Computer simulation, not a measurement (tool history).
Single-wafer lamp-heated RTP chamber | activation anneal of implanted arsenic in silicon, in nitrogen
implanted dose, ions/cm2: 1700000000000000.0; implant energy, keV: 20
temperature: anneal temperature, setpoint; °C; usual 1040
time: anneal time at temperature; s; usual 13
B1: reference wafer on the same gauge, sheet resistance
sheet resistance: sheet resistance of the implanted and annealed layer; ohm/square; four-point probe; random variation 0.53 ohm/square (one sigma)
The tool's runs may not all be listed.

run 1 hour=0 | temperature=1040 time=13 | B1=97.05 | sheet_resistance=104.51
run 2 hour=22.7 | temperature=1040 time=13 | B1=97.05 | sheet_resistance=104.32
run 3 hour=72.3 | temperature=1040 time=13 | B1=97 | sheet_resistance=105.45
run 4 hour=105.7 | temperature=1040 time=13 | B1=97.03 | sheet_resistance=104.15
run 5 hour=134 | temperature=1040 time=13 | B1=96.93 | sheet_resistance=104.73
run 6 hour=154.7 | temperature=1040 time=13 | B1=97.06 | sheet_resistance=103.89
-- hour=176.1 reflector plate cleaned
run 7 hour=180.6 | temperature=1032 time=13 | B1=96.9 | sheet_resistance=108.14
-- hour=189.2 pyrometer window cleaned and pyrometer calibrated
run 8 hour=201.3 | temperature=1032 time=13 | B1=97.09 | sheet_resistance=108.44
run 9 hour=218.8 | temperature=1032 time=13 | B1=97.01 | sheet_resistance=108.24
run 10 hour=238.2 | temperature=1047 time=16 | B1=96.99 | sheet_resistance=99.07
-- hour=264.7 gauge calibrated
run 11 hour=295.2 | temperature=1047 time=16 | B1=97.02 | sheet_resistance=98.9
run 12 hour=316.8 | temperature=1047 time=16 | B1=97.06 | sheet_resistance=98.65
run 13 hour=349 | temperature=1040 time=13 | B1=97.06 | sheet_resistance=104.25
run 14 hour=367.6 | temperature=1040 time=13 | B1=97.02 | sheet_resistance=104.92
run 15 hour=383.5 | temperature=1040 time=13 | B1=97.01 | sheet_resistance=104.56
-- hour=456.3 pyrometer window cleaned and pyrometer calibrated
run 16 hour=464.7 | temperature=1057 time=10 | B1=97.07 | sheet_resistance=102.24
run 17 hour=490.2 | temperature=1016 time=9 | B1=96.93 | sheet_resistance=119.41
run 18 hour=517.8 | temperature=1024 time=18 | B1=96.98 | sheet_resistance=106.38
run 19 hour=547.4 | temperature=1026 time=6 | B1=97.1 | sheet_resistance=120.46
run 20 hour=564.7 | temperature=1017 time=6 | B1=97.11 | sheet_resistance=125.74
run 21 hour=595.9 | temperature=1040 time=13 | B1=96.91 | sheet_resistance=104.42
run 22 hour=621 | temperature=1040 time=9 | B1=97.01 | sheet_resistance=111.05
run 23 hour=642.7 | temperature=1021 time=17 | B1=96.9 | sheet_resistance=107.99
run 24 hour=657.2 | temperature=1040 time=13 | B1=97.01 | sheet_resistance=104.75
run 25 hour=680.1 | temperature=1023 time=7 | B1=96.95 | sheet_resistance=119.9
run 26 hour=697.3 | temperature=1049 time=13 | B1=96.98 | sheet_resistance=102.32
run 27 hour=722.5 | temperature=1040 time=15 | B1=97.07 | sheet_resistance=102.7
run 28 hour=739.2 | temperature=1068 time=21 | B1=96.97 | sheet_resistance=87.27
-- hour=763.2 pyrometer window cleaned and pyrometer calibrated
run 29 hour=771.3 | temperature=1040 time=13 | B1=96.97 | sheet_resistance=104.54
run 30 hour=798.9 | temperature=1020 time=18 | B1=97.11 | sheet_resistance=107.5
-- hour=826.2 reflector plate cleaned
run 31 hour=826.5 | temperature=1030 time=10 | B1=97.01 | sheet_resistance=114.4
run 32 hour=862 | temperature=1052 time=13 | B1=96.95 | sheet_resistance=100.41
run 33 hour=883 | temperature=1063 time=7 | B1=96.98 | sheet_resistance=105.88
run 34 hour=902.9 | temperature=1040 time=13 | B1=97.09 | sheet_resistance=103.96
run 35 hour=932.8 | temperature=1061 time=13 | B1=96.95 | sheet_resistance=95.81
run 36 hour=946.1 | temperature=1040 time=13 | B1=96.91 | sheet_resistance=104.39
run 37 hour=1048.4 | temperature=1040 time=7 | B1=97.06 | sheet_resistance=114.41
run 38 hour=1064.9 | temperature=1023 time=8 | B1=96.85 | sheet_resistance=118.54

3 ways to go on from here, each from the tool as it stands after run 38. What would each give?
run A hour=1065.3 | temperature=1040 time=13 | B1=? | sheet_resistance=?
run B hour=1065.3 | temperature=1062 time=9 | B1=? | sheet_resistance=?
run C hour=1065.3 | temperature=1028 time=16 | B1=? | sheet_resistance=?

run=A B1=96.95 sheet_resistance=105.79
run=B B1=96.95 sheet_resistance=102.67
run=C B1=96.95 sheet_resistance=107.56
Without the tool's hidden state the same runs would have given:
run=A sheet_resistance=105.79
run=B sheet_resistance=102.67
run=C sheet_resistance=107.56
